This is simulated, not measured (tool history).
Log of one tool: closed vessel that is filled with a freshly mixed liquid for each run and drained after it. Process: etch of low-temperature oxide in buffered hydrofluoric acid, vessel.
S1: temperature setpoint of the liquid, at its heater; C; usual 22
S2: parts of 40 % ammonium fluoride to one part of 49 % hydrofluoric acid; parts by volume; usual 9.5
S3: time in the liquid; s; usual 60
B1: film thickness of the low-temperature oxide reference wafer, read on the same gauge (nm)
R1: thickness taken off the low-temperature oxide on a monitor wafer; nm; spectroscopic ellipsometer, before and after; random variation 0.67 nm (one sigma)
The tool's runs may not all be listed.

run	hour	S1	S2	S3	B1	R1
1	0	22	9.5	75	49.63	209.61
# hour 45.1: hydrofluoric acid flow meter replaced
2	51.2	22	8	60	49.53	197.77
3	118.1	22	8	60	49.44	197.39
4	182	22	8	60	49.33	196.57
5	250.7	22	9.5	60	49.18	167.61
6	347.9	22	9.5	60	48.95	165.77
7	399.9	22	9.5	60	48.8	165.39
# hour 418: gauge calibrated
8	449.8	22	9.5	60	50.09	170.43
9	491.1	22	11.5	40	50.07	95.69

The next listed run, before its measurement:
10	584.1	22	9.5	60	?	?

Run 10 gave B1 50.05, R1 169.09 nm.
Without the tool's hidden state the same run would have given R1 168.98 nm.
